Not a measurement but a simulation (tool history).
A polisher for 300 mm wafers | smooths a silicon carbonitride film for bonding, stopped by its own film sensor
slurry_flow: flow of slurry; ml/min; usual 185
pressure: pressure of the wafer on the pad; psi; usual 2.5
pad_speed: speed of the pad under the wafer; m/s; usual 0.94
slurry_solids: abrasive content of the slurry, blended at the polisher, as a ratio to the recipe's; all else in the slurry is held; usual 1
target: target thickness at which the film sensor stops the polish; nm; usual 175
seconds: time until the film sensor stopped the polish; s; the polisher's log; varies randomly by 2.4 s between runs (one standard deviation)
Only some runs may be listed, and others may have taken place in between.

run    hour  slurry_flow  pressure  pad_speed  slurry_solids  target  wafers since the last listed run  wafers polished on this pad  hours since the slurry nozzle was cleaned  hours since the head pressure was calibrated  hours since the slurry blender was calibrated  incoming thickness of the incoming film, nm  seconds
  1       0          185       2.5       0.94              1     183                                 0                          266                                      229.2                                         681.5                                          299.9                                        210.2    110.6
  2    29.1          185       2.9       0.94              1     175                               225                          492                                      258.3                                         710.6                                            329                                          211    134.9
  3    78.3          185       2.5       0.94              1     175                               381                          873                                      307.5                                         759.8                                          378.2                                        208.8    135.5
  4   110.2          185       2.5       0.94              1     175                               247                         1121                                      339.4                                         791.7                                          410.1                                        211.8    152.4
      146.3  -- slurry blender recalibrated
  5   157.9          185       2.5       0.94              1     175                               354                         1475                                      387.1                                         839.4                                           11.6                                        206.4    129.3
  6   186.9          185         3        0.8              1     168                               224                         1700                                      416.1                                         868.4                                           40.6                                        210.6    169.7
        213  -- slurry nozzle cleaned
  7   243.6          185       2.5       0.94              1     175                               431                         2132                                       30.6                                         925.1                                           97.3                                        207.8    129.5
  8   290.1          145       2.5       0.94            1.1     175                               360                         2493                                       77.1                                         971.6                                          143.8                                        213.7    156.2
  9   323.7          185       2.9       0.76           0.75     169                               260                         2753                                      110.7                                        1005.2                                          177.4                                        207.5    173.6
 10   385.8          185       3.1       0.94              1     175                               481                         3235                                      172.8                                        1067.3                                          239.5                                        208.1    112.1
 11   447.6          155       2.5       0.94              1     170                               479                         3714                                      234.6                                        1129.1                                          301.3                                        208.5    169.2
      463.1  -- worn pad replaced by a new one
 12     484          205       2.5       1.16            0.9     183                               251                          161                                        271                                        1165.5                                          337.7                                        212.5    115.5
 13   530.6          185       2.5       0.94           1.25     179                               361                          523                                      317.6                                        1212.1                                          384.3                                          206    105.2
 14     557          185       2.5       0.94              1     175                               204                          728                                        344                                        1238.5                                          410.7                                        211.2      156
      592.6  -- slurry blender recalibrated
 15   593.1          210       2.5       0.94           1.15     175                               264                          992                                      380.1                                        1274.6                                            0.5                                          206    118.7
 16     636          165       2.5       0.94              1     175                               332                         1325                                        423                                        1317.5                                           43.4                                        210.5    154.2
      653.9  -- head pressure recalibrated
 17   662.4          185         3       1.12            1.1     166                               189                         1514                                      449.4                                           8.5                                           69.8                                        209.9    144.5
      667.8  -- slurry nozzle cleaned
 18   705.4          185       2.5        1.1           0.75     175                               325                         1840                                       37.6                                          51.5                                          112.8                                          211    139.9
 19     751          185         3       0.94              1     175                               353                         2193                                       83.2                                          97.1                                          158.4                                          208    113.5
 20   813.4          210       2.5       0.94            1.1     175                               483                         2677                                      145.6                                         159.5                                          220.8                                          210    129.2
 21   840.3          185       2.5       1.16              1     175                               208                         2886                                      172.5                                         186.4                                          247.7                                          212    134.4
 22   888.3          230       2.5       1.24            0.7     175                               372                         3258                                      220.5                                         234.4                                          295.7                                        209.7    137.6
      934.3  -- worn pad replaced by a new one
 23  1011.6          185       2.5       0.94              1     175                               925                          599                                      343.8                                         357.7                                            419                                        212.3    157.2
 24  1074.9          185       2.5       0.94              1     175                               490                         1090                                      407.1                                           421                                          482.3                                        211.7    155.4
 25    1119          185       2.5       0.94              1     175                               341                         1432                                      451.2                                         465.1                                          526.4                                        208.6    145.1
     1126.6  -- slurry blender recalibrated
 26  1179.7          210       2.5       0.94              1     175                               455                         1887                                      511.9                                         525.8                                           53.1                                        210.6    149.2
 27  1227.6          185       2.5       0.94              1     186                               371                         2259                                      559.8                                         573.7                                            101                                        212.6    116.5
     1241.9  -- slurry nozzle cleaned
 28  1255.5          210       2.5       0.94              1     175                               208                         2467                                       13.6                                         601.6                                          128.9                                        211.5    141.5
 29  1308.7          145       2.5       0.94              1     175                               412                         2880                                       66.8                                         654.8                                          182.1                                        211.1    145.4

For some of the steps in seconds from one run to the next: how much would appear even if the tool had no hidden state, given the settings, what came in and random variation, and how much remains for the hidden state plus any gauge scatter that the measured result and the result without hidden state don't share?
Unlogged tool condition in this case: removal rate lost through wear of the pad, %; slurry flow missing at the pad, %; deviation of the head's pressure from its setpoint, %; abrasive missing from the slurry, %.
Run 6 -> 7: pressure 3 -> 2.5, pad_speed 0.8 -> 0.94, target 168 -> 175, slurry nozzle cleaned. seconds -40.2 s: hidden state -16.6, all else -23.6.
Run 9 -> 10: pressure 2.9 -> 3.1, pad_speed 0.76 -> 0.94, slurry_solids 0.75 -> 1, target 169 -> 175. seconds -61.5 s: hidden state -1.1, all else -60.4.
Run 10 -> 11: slurry_flow 185 -> 155, pressure 3.1 -> 2.5, target 175 -> 170. seconds +57.1 s: hidden state +10.1, all else +47.
Run 27 -> 28: slurry_flow 185 -> 210, target 186 -> 175, slurry nozzle cleaned. seconds +25 s: hidden state -15.2, all else +40.2.
